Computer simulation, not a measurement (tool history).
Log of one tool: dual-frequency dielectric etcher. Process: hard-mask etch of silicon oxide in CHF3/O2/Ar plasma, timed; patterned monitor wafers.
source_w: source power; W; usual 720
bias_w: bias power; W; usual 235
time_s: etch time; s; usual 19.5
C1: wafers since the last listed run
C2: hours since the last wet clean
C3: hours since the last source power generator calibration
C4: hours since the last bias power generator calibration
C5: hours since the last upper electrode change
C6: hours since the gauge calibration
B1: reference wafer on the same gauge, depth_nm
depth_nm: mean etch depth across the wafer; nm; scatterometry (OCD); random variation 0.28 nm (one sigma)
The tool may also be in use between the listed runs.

Run 1, hour 0.0: usual settings; C1 0; C2 424.9; C3 904.4; C4 2746.3; C5 1510.2; C6 1601.0; B1 51.53. Result: depth_nm 45.17 nm.
Run 2, hour 73.7: usual settings; C1 863; C2 498.6; C3 978.1; C4 2820.0; C5 1583.9; C6 1674.7; B1 51.50. Result: depth_nm 45.54 nm.
At hour 164.2: wet clean of the chamber.
Run 3, hour 173.5: usual settings; C1 888; C2 9.3; C3 1077.9; C4 2919.8; C5 1683.7; C6 1774.5; B1 51.54. Result: depth_nm 45.64 nm.
Run 4, hour 243.8: usual settings; C1 824; C2 79.6; C3 1148.2; C4 2990.1; C5 1754.0; C6 1844.8; B1 51.50. Result: depth_nm 45.62 nm.
Run 5, hour 331.4: usual settings but time_s 17.5 s; C1 1026; C2 167.2; C3 1235.8; C4 3077.7; C5 1841.6; C6 1932.4; B1 51.53. Result: depth_nm 41.41 nm.
Run 6, hour 394.3: usual settings but time_s 17.5 s; C1 737; C2 230.1; C3 1298.7; C4 3140.6; C5 1904.5; C6 1995.3; B1 51.57. Result: depth_nm 40.65 nm.
Run 7, hour 495.6: usual settings but time_s 17.0 s; C1 1187; C2 331.4; C3 1400.0; C4 3241.9; C5 2005.8; C6 2096.6; B1 51.58. Result: depth_nm 39.78 nm.
Run 8, hour 575.7: usual settings but time_s 17.0 s; C1 938; C2 411.5; C3 1480.1; C4 3322.0; C5 2085.9; C6 2176.7; B1 51.54. Result: depth_nm 40.04 nm.
Run 9, hour 651.9: usual settings but time_s 17.0 s; C1 893; C2 487.7; C3 1556.3; C4 3398.2; C5 2162.1; C6 2252.9; B1 51.48. Result: depth_nm 39.94 nm.
Run 10, hour 740.8: usual settings; C1 1042; C2 576.6; C3 1645.2; C4 3487.1; C5 2251.0; C6 2341.8; B1 51.41. Result: depth_nm 45.94 nm.
At hour 773.7: wet clean of the chamber.
At hour 777.0: bias power generator calibrated.
At hour 808.2: source power generator calibrated.
Run 11, hour 837.0: usual settings but source_w 770 W; C1 760; C2 63.3; C3 28.8; C4 60.0; C5 2347.2; C6 2438.0; B1 51.46. Result: depth_nm 47.11 nm.
Run 12, hour 905.5: usual settings but source_w 770 W; C1 802; C2 131.8; C3 97.3; C4 128.5; C5 2415.7; C6 2506.5; B1 51.35. Result: depth_nm 47.02 nm.
Run 13, hour 975.0: usual settings but source_w 660 W, bias_w 192 W, time_s 16.0 s; C1 814; C2 201.3; C3 166.8; C4 198.0; C5 2485.2; C6 2576.0; B1 51.48. Result: depth_nm 34.68 nm.
Run 14, hour 1040.8: usual settings but source_w 570 W, time_s 15.5 s; C1 771; C2 267.1; C3 232.6; C4 263.8; C5 2551.0; C6 2641.8; B1 51.64. Result: depth_nm 33.43 nm.
At hour 1110.3: gauge calibrated.
Run 15, hour 1124.9: usual settings but bias_w 211 W; C1 985; C2 351.2; C3 316.7; C4 347.9; C5 2635.1; C6 14.6; B1 51.50. Result: depth_nm 44.81 nm.
Run 16, hour 1208.1: usual settings; C1 975; C2 434.4; C3 399.9; C4 431.1; C5 2718.3; C6 97.8; B1 51.52. Result: depth_nm 45.88 nm.
At hour 1252.9: upper electrode replaced.
Run 17, hour 1289.3: usual settings; C1 670; C2 515.6; C3 481.1; C4 512.3; C5 36.4; C6 179.0; B1 51.62. Result: depth_nm 45.96 nm.
Run 18, hour 1335.1: usual settings but source_w 610 W, bias_w 212 W, time_s 25.0 s; C1 536; C2 561.4; C3 526.9; C4 558.1; C5 82.2; C6 224.8; B1 51.63. Result: depth_nm 53.27 nm.
Run 19, hour 1373.6: usual settings but bias_w 207 W, time_s 23.5 s; C1 451; C2 599.9; C3 565.4; C4 596.6; C5 120.7; C6 263.3; B1 51.37. Result: depth_nm 53.61 nm.
At hour 1435.3: wet clean of the chamber.
Run 20, hour 1435.8: usual settings but source_w 830 W, time_s 17.0 s; C1 447; C2 0.5; C3 627.6; C4 658.8; C5 182.9; C6 325.5; B1 51.40. Result: depth_nm 42.23 nm.
Run 21, hour 1474.4: usual settings but source_w 580 W, bias_w 263 W, time_s 22.0 s; C1 452; C2 39.1; C3 666.2; C4 697.4; C5 221.5; C6 364.1; B1 51.46. Result: depth_nm 48.51 nm.
Run 22, hour 1513.8: usual settings but bias_w 207 W, time_s 23.5 s; C1 461; C2 78.5; C3 705.6; C4 736.8; C5 260.9; C6 403.5; B1 51.54. Result: depth_nm 53.52 nm.
Run 23, hour 1572.4: usual settings but source_w 860 W, bias_w 179 W; C1 686; C2 137.1; C3 764.2; C4 795.4; C5 319.5; C6 462.1; B1 51.35. Result: depth_nm 46.95 nm.
Run 24, hour 1641.8: usual settings but source_w 610 W, bias_w 250 W, time_s 23.5 s; C1 813; C2 206.5; C3 833.6; C4 864.8; C5 388.9; C6 531.5; B1 51.59. Result: depth_nm 52.36 nm.
Run 25, hour 1714.9: usual settings but source_w 550 W, bias_w 189 W, time_s 17.0 s; C1 856; C2 279.6; C3 906.7; C4 937.9; C5 462.0; C6 604.6; B1 51.31. Result: depth_nm 34.42 nm.
Run 26, hour 1765.7: usual settings; C1 595; C2 330.4; C3 957.5; C4 988.7; C5 512.8; C6 655.4; B1 51.50. Result: depth_nm 45.77 nm.
Run 27, hour 1810.8: usual settings but source_w 820 W, bias_w 214 W, time_s 15.0 s; C1 528; C2 375.5; C3 1002.6; C4 1033.8; C5 557.9; C6 700.5; B1 51.51. Result: depth_nm 36.72 nm.
Run 28, hour 1847.0: usual settings; C1 424; C2 411.7; C3 1038.8; C4 1070.0; C5 594.1; C6 736.7; B1 51.46. Result: depth_nm 45.73 nm.
Run 29, hour 1915.5: usual settings; C1 802; C2 480.2; C3 1107.3; C4 1138.5; C5 662.6; C6 805.2; B1 51.60. Result: depth_nm 45.59 nm.
At hour 1959.8: wet clean of the chamber.
Run 30, hour 1993.4: usual settings but source_w 590 W; C1 631; C2 33.6; C3 1185.2; C4 1216.4; C5 740.5; C6 883.1; B1 51.55. Result: depth_nm 41.85 nm.

Hidden state at the last listed run before each entry between runs and at the first one after, where it differs:
Between runs 2 and 3: wet clean of the chamber (hour 164.2)
  no hidden state differs between the two runs
Between runs 10 and 11: wet clean of the chamber (hour 773.7); bias power generator calibrated (hour 777.0); source power generator calibrated (hour 808.2)
  no hidden state differs between the two runs
Between runs 14 and 15: gauge calibrated (hour 1110.3)
  no hidden state differs between the two runs
Between runs 16 and 17: upper electrode replaced (hour 1252.9)
  no hidden state differs between the two runs
Between runs 19 and 20: wet clean of the chamber (hour 1435.3)
  no hidden state differs between the two runs
Between runs 29 and 30: wet clean of the chamber (hour 1959.8)
  no hidden state differs between the two runs
